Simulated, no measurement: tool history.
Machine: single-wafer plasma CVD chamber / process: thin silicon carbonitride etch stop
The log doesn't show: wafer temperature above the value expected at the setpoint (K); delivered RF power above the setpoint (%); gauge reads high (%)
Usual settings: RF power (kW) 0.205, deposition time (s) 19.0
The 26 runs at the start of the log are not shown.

run   hour  RF power (kW)  deposition time (s)  wafers since the last listed run  hours since the last thermocouple change  hours since the last RF generator calibration  hours since the showerhead was replaced  hours since the gauge calibration  read-back reference wafer on the same gauge, thickness_nm  mean film thickness on the monitor wafer (Å)
 27  350.5          0.225                 19.0                               244                                     102.5                                          193.3                                    141.6                              296.5                                                     13.197                                        123.65
 28  358.5          0.180                 17.2                               197                                     110.5                                          201.3                                    149.6                              304.5                                                     13.198                                        106.36
 29  364.6          0.205                 21.6                               150                                     116.6                                          207.4                                    155.7                              310.6                                                     13.202                                        137.45
 30  373.6          0.205                 15.2                               221                                     125.6                                          216.4                                    164.7                              319.6                                                     13.200                                         96.63
 31  385.2          0.205                 19.0                               285                                     137.2                                          228.0                                    176.3                              331.2                                                     13.200                                        120.88
 32  392.9          0.190                 20.1                               189                                     144.9                                          235.7                                    184.0                              338.9                                                     13.200                                        126.05
 33  400.8          0.230                 20.3                               194                                     152.8                                          243.6                                    191.9                              346.8                                                     13.206                                        132.89
 34  414.8          0.245                 16.7                               345                                     166.8                                          257.6                                    205.9                              360.8                                                     13.201                                        111.00
 35  432.5          0.245                 19.0                               436                                     184.5                                          275.3                                    223.6                              378.5                                                     13.194                                        125.98
 36  444.4          0.175                 16.9                               293                                     196.4                                          287.2                                    235.5                              390.4                                                     13.199                                        104.06

Forecast each of these 4 alternatives for the next run:
  A  444.8          0.165                 19.0                                 9                                     196.8                                          287.6                                    235.9                              390.8                                                          ?                                             ?
  B  444.8          0.180                 22.1                                 9                                     196.8                                          287.6                                    235.9                              390.8                                                          ?                                             ?
  C  444.8          0.170                 17.1                                 9                                     196.8                                          287.6                                    235.9                              390.8                                                          ?                                             ?
  D  444.8          0.240                 17.5                                 9                                     196.8                                          287.6                                    235.9                              390.8                                                          ?                                             ?

run  read-back reference wafer on the same gauge, thickness_nm  mean film thickness on the monitor wafer (Å)
  A                                                     13.203                                        115.43
  B                                                     13.203                                        136.83
  C                                                     13.203                                        104.56
  D                                                     13.203                                        115.70
Stripped of hidden state, with their random variation kept, the same runs would have yielded:
run  mean film thickness on the monitor wafer (Å)
  A                                        115.43
  B                                        136.83
  C                                        104.56
  D                                        115.70

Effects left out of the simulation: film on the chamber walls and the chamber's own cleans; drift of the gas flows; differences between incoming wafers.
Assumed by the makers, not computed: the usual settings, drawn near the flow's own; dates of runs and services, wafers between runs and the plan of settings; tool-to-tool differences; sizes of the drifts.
